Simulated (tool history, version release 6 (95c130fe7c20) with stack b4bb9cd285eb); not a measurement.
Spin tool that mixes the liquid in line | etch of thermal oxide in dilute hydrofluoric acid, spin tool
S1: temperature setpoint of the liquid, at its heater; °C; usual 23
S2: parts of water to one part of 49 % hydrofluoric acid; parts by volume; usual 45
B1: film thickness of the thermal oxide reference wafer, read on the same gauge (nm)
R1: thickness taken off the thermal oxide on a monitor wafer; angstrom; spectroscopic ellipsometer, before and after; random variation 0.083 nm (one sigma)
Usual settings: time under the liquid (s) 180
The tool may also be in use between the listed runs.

Run 1, hour 0: usual settings; B1 60.01. Result: R1 188.1 angstrom.
Run 2, hour 11.2: usual settings; B1 60.03. Result: R1 187.2 angstrom.
Run 3, hour 18.3: usual settings; B1 60.05. Result: R1 188.3 angstrom.
Run 4, hour 27.2: usual settings but S1 25 °C, S2 55 parts by volume; B1 60. Result: R1 166 angstrom.
Run 5, hour 38.9: usual settings but S1 25 °C, S2 55 parts by volume; B1 60.01. Result: R1 166.1 angstrom.
Run 6, hour 52.1: usual settings but S1 25 °C, S2 55 parts by volume; B1 60.06. Result: R1 165 angstrom.
Run 7, hour 69: usual settings but S1 22 °C; B1 60.01. Result: R1 179.8 angstrom.
Run 8, hour 83.9: usual settings but S1 22 °C; B1 60.02. Result: R1 179.5 angstrom.
Run 9, hour 91.1: usual settings but S1 22 °C; B1 60.03. Result: R1 180.6 angstrom.
Run 10, hour 99.2: usual settings; B1 60.04. Result: R1 187.8 angstrom.
Run 11, hour 109.6: usual settings but time under the liquid (s) 100; B1 59.99. Result: R1 104.1 angstrom.
Run 12, hour 116.1: usual settings but S1 21.5 °C, S2 55 parts by volume, time under the liquid (s) 275; B1 59.97. Result: R1 218.5 angstrom.
Run 13, hour 124.2: usual settings but S1 21 °C, S2 30 parts by volume, time under the liquid (s) 125; B1 59.99. Result: R1 182.7 angstrom.
Run 14, hour 134: usual settings but S2 30 parts by volume, time under the liquid (s) 125; B1 59.99. Result: R1 198.5 angstrom.
At hour 148: thermometer replaced.
Run 15, hour 149.7: usual settings but S1 22 °C; B1 60. Result: R1 196.6 angstrom.
At hour 163.8: hydrofluoric acid flow meter replaced.
Run 16, hour 164.3: usual settings but S1 19 °C, S2 40 parts by volume; B1 60. Result: R1 195.5 angstrom.
Run 17, hour 172.9: usual settings but S1 26 °C; B1 60.01. Result: R1 228.7 angstrom.
At hour 173: gauge calibrated.
Run 18, hour 181.3: usual settings; B1 60.02. Result: R1 205.1 angstrom.
Run 19, hour 196.1: usual settings; B1 59.96. Result: R1 203.7 angstrom.
Run 20, hour 208: usual settings; B1 60.02. Result: R1 204.7 angstrom.
Run 21, hour 246.8: usual settings but S1 27 °C; B1 59.97. Result: R1 239.5 angstrom.

5 ways to go on from here, each from the tool as it stands after run 21. What would each give?
Run A, hour 247.3: usual settings but S2 65 parts by volume; B1 ?. Result: R1 ?.
Run B, hour 247.3: usual settings but S1 21 °C, S2 35 parts by volume, time under the liquid (s) 220; B1 ?. Result: R1 ?.
Run C, hour 247.3: usual settings but S1 21.5 °C, S2 30 parts by volume, time under the liquid (s) 275; B1 ?. Result: R1 ?.
Run D, hour 247.3: usual settings but S1 27.5 °C; B1 ?. Result: R1 ?.
Run E, hour 247.3: usual settings but S1 20.5 °C, S2 30 parts by volume, time under the liquid (s) 290; B1 ?. Result: R1 ?.

run     B1     R1
  A  60.01  136.8
  B  60.01  296.5
  C  60.01  444.5
  D  60.01  243.9
  E  60.01  449.1
Without the tool's hidden state the same runs would have given:
run     R1
  A  138.8
  B    301
  C  451.2
  D  247.3
  E  455.9
